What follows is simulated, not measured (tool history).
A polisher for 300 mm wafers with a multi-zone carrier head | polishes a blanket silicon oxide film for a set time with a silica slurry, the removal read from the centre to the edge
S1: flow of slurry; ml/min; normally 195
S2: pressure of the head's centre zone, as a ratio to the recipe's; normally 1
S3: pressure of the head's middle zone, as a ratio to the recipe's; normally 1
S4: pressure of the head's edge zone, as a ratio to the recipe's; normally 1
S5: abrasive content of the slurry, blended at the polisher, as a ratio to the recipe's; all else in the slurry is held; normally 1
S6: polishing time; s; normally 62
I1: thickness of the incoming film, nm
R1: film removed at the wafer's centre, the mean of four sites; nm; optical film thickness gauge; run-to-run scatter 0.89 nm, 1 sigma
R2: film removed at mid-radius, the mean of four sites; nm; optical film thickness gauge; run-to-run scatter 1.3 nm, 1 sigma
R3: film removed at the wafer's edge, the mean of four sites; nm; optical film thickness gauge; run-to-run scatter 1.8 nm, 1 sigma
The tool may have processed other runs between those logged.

Run 1, hour 0: usual settings but S4 0.91, S5 0.85; I1 1478.7. Result: R1 121.7 nm, R2 123.9 nm, R3 123.4 nm.
Run 2, hour 25.8: usual settings but S2 0.89; I1 1449. Result: R1 119.5 nm, R2 136.2 nm, R3 136.7 nm.
Run 3, hour 44.9: usual settings but S4 0.95, S6 49 s; I1 1484.5. Result: R1 105.8 nm, R2 107.7 nm, R3 107.5 nm.
Run 4, hour 70.8: usual settings; I1 1466.3. Result: R1 131.6 nm, R2 134.3 nm, R3 142.4 nm.
Run 5, hour 87.3: usual settings but S5 1.2; I1 1466.7. Result: R1 143 nm, R2 145.8 nm, R3 148.6 nm.
Run 6, hour 103.2: usual settings but S1 150 ml/min; I1 1497.9. Result: R1 124.2 nm, R2 128.4 nm, R3 134.6 nm.
Run 7, hour 136: usual settings but S1 130 ml/min, S4 1.07, S6 56 s; I1 1503.5. Result: R1 108.4 nm, R2 112.3 nm, R3 121.7 nm.
Run 8, hour 157.1: usual settings but S3 0.92, S4 1.07, S5 1.2; I1 1459.4. Result: R1 139.7 nm, R2 135.5 nm, R3 151.9 nm.
Run 9, hour 184.9: usual settings; I1 1505.2. Result: R1 125.2 nm, R2 133.4 nm, R3 136.4 nm.
Run 10, hour 203.3: usual settings; I1 1491.1. Result: R1 127.2 nm, R2 130.1 nm, R3 133.2 nm.
At hour 231.3: edge zone pressure recalibrated.
At hour 235.1: carrier head's membrane replaced by a new one.
Run 11, hour 235.6: usual settings but S1 260 ml/min, S4 0.88, S5 0.85, S6 43 s; I1 1471.2. Result: R1 81.7 nm, R2 85.2 nm, R3 80.4 nm.
Run 12, hour 244.3: usual settings; I1 1467.1. Result: R1 123.9 nm, R2 130 nm, R3 130.7 nm.
At hour 261.8: worn pad replaced by a new one.
Run 13, hour 310.4: usual settings but S5 1.2; I1 1495.4. Result: R1 142.5 nm, R2 149.8 nm, R3 150.3 nm.
Run 14, hour 340.6: usual settings; I1 1464.7. Result: R1 128.2 nm, R2 135.3 nm, R3 140.9 nm.
Run 15, hour 359: usual settings but S3 1.06, S6 40 s; I1 1499.6. Result: R1 83.1 nm, R2 90.7 nm, R3 88.9 nm.
Run 16, hour 380.2: usual settings but S2 0.93, S3 0.96, S5 0.9, S6 50 s; I1 1473.8. Result: R1 92.2 nm, R2 98.2 nm, R3 106.5 nm.
Run 17, hour 428.8: usual settings but S2 1.03, S3 1.12, S5 0.9; I1 1461.3. Result: R1 123.7 nm, R2 140.1 nm, R3 129.8 nm.
Run 18, hour 445.3: usual settings but S1 160 ml/min, S2 0.93; I1 1486.8. Result: R1 114.4 nm, R2 128.7 nm, R3 133.1 nm.
Run 19, hour 464.8: usual settings but S1 245 ml/min, S2 0.96, S3 0.93; I1 1499.6. Result: R1 123.9 nm, R2 129.3 nm, R3 137.8 nm.
At hour 475.5: worn pad replaced by a new one.
Run 20, hour 495.8: usual settings; I1 1472.3. Result: R1 128.8 nm, R2 138.1 nm, R3 138.8 nm.
Run 21, hour 515.7: usual settings but S1 160 ml/min; I1 1455.5. Result: R1 123.9 nm, R2 131.8 nm, R3 134 nm.
Run 22, hour 544: usual settings but S1 170 ml/min, S3 0.96; I1 1482.8. Result: R1 125.1 nm, R2 127.7 nm, R3 138.9 nm.

Here are 3 independent what-if runs from the current tool condition. What would each one return?
Run A, hour 544.4: usual settings; I1 1496.2. Result: R1 ?, R2 ?, R3 ?.
Run B, hour 544.4: usual settings but S1 230 ml/min, S2 0.95, S3 1.04, S5 1.2; I1 1496.2. Result: R1 ?, R2 ?, R3 ?.
Run C, hour 544.4: usual settings but S2 1.11; I1 1496.2. Result: R1 ?, R2 ?, R3 ?.

run     R1     R2     R3
  A  128.1  132.9  139.4
  B  136.2  152.8  154.1
  C  141.1  132.9  139.4
What these runs would have given with no unlogged condition in the tool:
run     R1     R2     R3
  A  140.7  134.1  140.6
  B  149.7  154.1  155.5
  C    155    134  140.6
